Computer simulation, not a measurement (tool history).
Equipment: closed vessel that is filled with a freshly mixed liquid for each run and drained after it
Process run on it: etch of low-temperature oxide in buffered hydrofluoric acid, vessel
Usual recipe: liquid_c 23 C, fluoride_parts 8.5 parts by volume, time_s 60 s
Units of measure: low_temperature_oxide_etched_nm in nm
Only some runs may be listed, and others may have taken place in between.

run    hour  liquid_c  fluoride_parts  time_s  wafers since the last listed run  hours since the thermometer was replaced  hours since the hydrofluoric acid flow meter was replaced  hours since the gauge calibration  read-back film thickness of the low-temperature oxide reference wafer, read on the same gauge (nm)  low_temperature_oxide_etched_nm
  1       0        24             8.5      60                                 0                                     139.9                                                      845.1                              738.1                                                                                              129.99                           465.27
  2      92        24             8.5      60                             11865                                     231.9                                                      937.1                              830.1                                                                                              129.97                           464.51
  3   198.9        24             8.5      60                             13787                                     338.8                                                       1044                                937                                                                                              129.98                           467.13
  4   303.3        23             8.5      60                             13465                                     443.2                                                     1148.4                             1041.4                                                                                              130.02                            457.7
  5     367        23             8.5      60                              8215                                     506.9                                                     1212.1                             1105.1                                                                                                 130                           456.14
  6   416.2        23             8.5      60                              6345                                     556.1                                                     1261.3                             1154.3                                                                                              129.99                           448.51
      456.3  -- gauge calibrated
  7   496.5        23             8.5      60                             10356                                     636.4                                                     1341.6                               40.2                                                                                              129.99                           459.55
  8   546.3        23             8.5      60                              6423                                     686.2                                                     1391.4                                 90                                                                                              129.98                           455.69
  9   629.9        19               6      60                             10782                                     769.8                                                       1475                              173.6                                                                                                 130                              509
      639.2  -- thermometer replaced
      670.8  -- hydrofluoric acid flow meter replaced
 10   724.3        23             8.5      60                             11917                                      85.1                                                       53.5                                268                                                                                              130.01                           412.36
 11   765.7        19               5      90                              5339                                     126.5                                                       94.9                              309.4                                                                                              130.01                           804.64
 12   837.1      27.5              10      40                              9209                                     197.9                                                      166.3                              380.8                                                                                              130.01                           306.93
 13   911.7      21.5             8.5      60                              9621                                     272.5                                                      240.9                              455.4                                                                                                 130                           383.01
 14   976.3      18.5             8.5      90                              8331                                     337.1                                                      305.5                                520                                                                                                 130                           488.73
 15  1078.8        27             8.5      60                             13220                                     439.6                                                        408                              622.5                                                                                                 130                           519.29
 16  1149.3        23             8.5      60                              9092                                     510.1                                                      478.5                                693                                                                                              130.02                           417.95
 17    1241        23              11      30                             11827                                     601.8                                                      570.2                              784.7                                                                                              130.03                           172.11

Alternative continuations, all from the tool just after run 17; predict every row:
  A  1241.7        23             8.5      85                                90                                     602.5                                                      570.9                              785.4                                                                                                   ?                                ?
  B  1241.7        27             8.5      30                                90                                     602.5                                                      570.9                              785.4                                                                                                   ?                                ?
  C  1241.7      26.5             8.5      60                                90                                     602.5                                                      570.9                              785.4                                                                                                   ?                                ?
  D  1241.7        25               6      40                                90                                     602.5                                                      570.9                              785.4                                                                                                   ?                                ?

run  read-back film thickness of the low-temperature oxide reference wafer, read on the same gauge (nm)  low_temperature_oxide_etched_nm
  A                                                                                              129.99                           612.49
  B                                                                                              129.99                           268.42
  C                                                                                              129.99                           522.68
  D                                                                                              129.99                            448.1
With the hidden condition removed and each run's random variation left untouched, the same runs would have given:
run  low_temperature_oxide_etched_nm
  A                           582.01
  B                           255.07
  C                           496.68
  D                           430.57
